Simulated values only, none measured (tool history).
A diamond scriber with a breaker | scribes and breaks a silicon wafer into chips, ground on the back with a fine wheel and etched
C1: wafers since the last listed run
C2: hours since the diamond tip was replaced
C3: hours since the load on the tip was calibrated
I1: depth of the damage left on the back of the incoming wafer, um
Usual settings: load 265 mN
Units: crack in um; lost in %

{"run": 1, "hour": 0.0, "load": 265, "C1": 0, "C2": 480.5, "C3": 1250.8, "I1": 0.68, "crack": 11.11, "lost": 2.81}
{"run": 2, "hour": 11.4, "load": 265, "C1": 53, "C2": 491.9, "C3": 1262.2, "I1": 0.49, "crack": 10.8, "lost": 2.98}
{"run": 3, "hour": 17.8, "load": 245, "C1": 29, "C2": 498.3, "C3": 1268.6, "I1": 0.49, "crack": 10.22, "lost": 5.44}
{"run": 4, "hour": 32.6, "load": 245, "C1": 69, "C2": 513.1, "C3": 1283.4, "I1": 0.32, "crack": 10.43, "lost": 6.33}
{"run": 5, "hour": 47.6, "load": 265, "C1": 70, "C2": 528.1, "C3": 1298.4, "I1": 0.76, "crack": 11.08, "lost": 2.85}
{"run": 6, "hour": 63.0, "load": 265, "C1": 72, "C2": 543.5, "C3": 1313.8, "I1": 0.34, "crack": 10.75, "lost": 3.41}
{"run": 7, "hour": 77.5, "load": 218, "C1": 67, "C2": 558, "C3": 1328.3, "I1": 0.58, "crack": 9.05, "lost": 12.81}
{"run": 8, "hour": 94.6, "load": 265, "C1": 80, "C2": 575.1, "C3": 1345.4, "I1": 0.34, "crack": 10.73, "lost": 3.25}
{"run": 9, "hour": 107.1, "load": 265, "C1": 58, "C2": 587.6, "C3": 1357.9, "I1": 0.47, "crack": 10.98, "lost": 3.43}
{"run": 10, "hour": 140.8, "load": 265, "C1": 157, "C2": 621.3, "C3": 1391.6, "I1": 0.38, "crack": 10.58, "lost": 3.41}
{"hour": 147.6, "done": "diamond tip replaced by a new one"}
{"run": 11, "hour": 153.6, "load": 265, "C1": 50, "C2": 6, "C3": 1404.4, "I1": 0.35, "crack": 12.42, "lost": 1.01}
{"run": 12, "hour": 167.2, "load": 265, "C1": 63, "C2": 19.6, "C3": 1418, "I1": 0.55, "crack": 12.59, "lost": 1}
{"run": 13, "hour": 179.7, "load": 320, "C1": 58, "C2": 32.1, "C3": 1430.5, "I1": 0.51, "crack": 14.59, "lost": 3.22}
{"run": 14, "hour": 195.8, "load": 320, "C1": 75, "C2": 48.2, "C3": 1446.6, "I1": 0.76, "crack": 14.3, "lost": 3.26}
{"run": 15, "hour": 207.9, "load": 320, "C1": 56, "C2": 60.3, "C3": 1458.7, "I1": 0.55, "crack": 14.93, "lost": 3.73}
{"run": 16, "hour": 217.5, "load": 265, "C1": 44, "C2": 69.9, "C3": 1468.3, "I1": 0.74, "crack": 12.2, "lost": 1.11}
{"run": 17, "hour": 224.3, "load": 265, "C1": 31, "C2": 76.7, "C3": 1475.1, "I1": 0.41, "crack": 11.99, "lost": 0.93}
{"run": 18, "hour": 234.8, "load": 265, "C1": 49, "C2": 87.2, "C3": 1485.6, "I1": 0.71, "crack": 12.18, "lost": 1.11}
{"run": 19, "hour": 245.9, "load": 265, "C1": 51, "C2": 98.3, "C3": 1496.7, "I1": 0.67, "crack": 12.37, "lost": 1.21}
{"run": 20, "hour": 261.3, "load": 265, "C1": 72, "C2": 113.7, "C3": 1512.1, "I1": 0.57, "crack": 12.13, "lost": 1.11}
{"run": 21, "hour": 278.4, "load": 299, "C1": 80, "C2": 130.8, "C3": 1529.2, "I1": 0.31, "crack": 13.84, "lost": 1.6}
{"hour": 288.7, "done": "load on the tip recalibrated"}
{"run": 22, "hour": 293.3, "load": 265, "C1": 60, "C2": 145.7, "C3": 4.6, "I1": 0.75, "crack": 12.01, "lost": 1.23}
{"run": 23, "hour": 304.6, "load": 321, "C1": 52, "C2": 157, "C3": 15.9, "I1": 0.44, "crack": 14.81, "lost": 2.88}
{"run": 24, "hour": 316.4, "load": 265, "C1": 55, "C2": 168.8, "C3": 27.7, "I1": 0.39, "crack": 12.03, "lost": 1.23}
{"run": 25, "hour": 327.5, "load": 198, "C1": 51, "C2": 179.9, "C3": 38.8, "I1": 0.35, "crack": 8.71, "lost": 14.17}
{"run": 26, "hour": 345.0, "load": 265, "C1": 81, "C2": 197.4, "C3": 56.3, "I1": 0.47, "crack": 11.61, "lost": 1.36}
{"run": 27, "hour": 394.8, "load": 307, "C1": 233, "C2": 247.2, "C3": 106.1, "I1": 0.52, "crack": 13.68, "lost": 1.59}
{"run": 28, "hour": 401.6, "load": 212, "C1": 31, "C2": 254, "C3": 112.9, "I1": 0.66, "crack": 9.49, "lost": 11.85}
{"run": 29, "hour": 408.7, "load": 313, "C1": 33, "C2": 261.1, "C3": 120, "I1": 0.67, "crack": 13.66, "lost": 1.53}
{"run": 30, "hour": 416.2, "load": 342, "C1": 35, "C2": 268.6, "C3": 127.5, "I1": 0.79, "crack": 14.74, "lost": 3.46}
{"run": 31, "hour": 433.8, "load": 312, "C1": 82, "C2": 286.2, "C3": 145.1, "I1": 0.55, "crack": 13.42, "lost": 1.64}
{"run": 32, "hour": 448.0, "load": 322, "C1": 66, "C2": 300.4, "C3": 159.3, "I1": 0.44, "crack": 13.99, "lost": 2.03}
{"run": 33, "hour": 456.2, "load": 291, "C1": 38, "C2": 308.6, "C3": 167.5, "I1": 0.8, "crack": 12.59, "lost": 0.97}
{"run": 34, "hour": 466.1, "load": 330, "C1": 46, "C2": 318.5, "C3": 177.4, "I1": 0.6, "crack": 14.19, "lost": 2.72}
{"run": 35, "hour": 475.1, "load": 245, "C1": 42, "C2": 327.5, "C3": 186.4, "I1": 0.7, "crack": 10.86, "lost": 4.48}

Some steps in crack between neighbouring runs. How much of each would the tool show without its hidden state too (settings, what came in, random variation), and how much is left for the hidden state, with any gauge scatter that isn't in both results?
The hidden state here: share of the diamond tip's cutting effectiveness lost through wear, %; deviation of the load on the tip from its setpoint, %.
Run 7 -> 8: load 218 -> 265. crack +1.68 um: hidden state -0.32, all else +2.
Run 10 -> 11: diamond tip replaced by a new one. crack +1.84 um: hidden state +1.7, all else +0.14.
Run 27 -> 28: load 307 -> 212. crack -4.19 um: hidden state +0.3, all else -4.49.
Run 28 -> 29: load 212 -> 313. crack +4.17 um: hidden state -0.35, all else +4.52.
Run 34 -> 35: load 330 -> 245. crack -3.33 um: hidden state +0.27, all else -3.6.

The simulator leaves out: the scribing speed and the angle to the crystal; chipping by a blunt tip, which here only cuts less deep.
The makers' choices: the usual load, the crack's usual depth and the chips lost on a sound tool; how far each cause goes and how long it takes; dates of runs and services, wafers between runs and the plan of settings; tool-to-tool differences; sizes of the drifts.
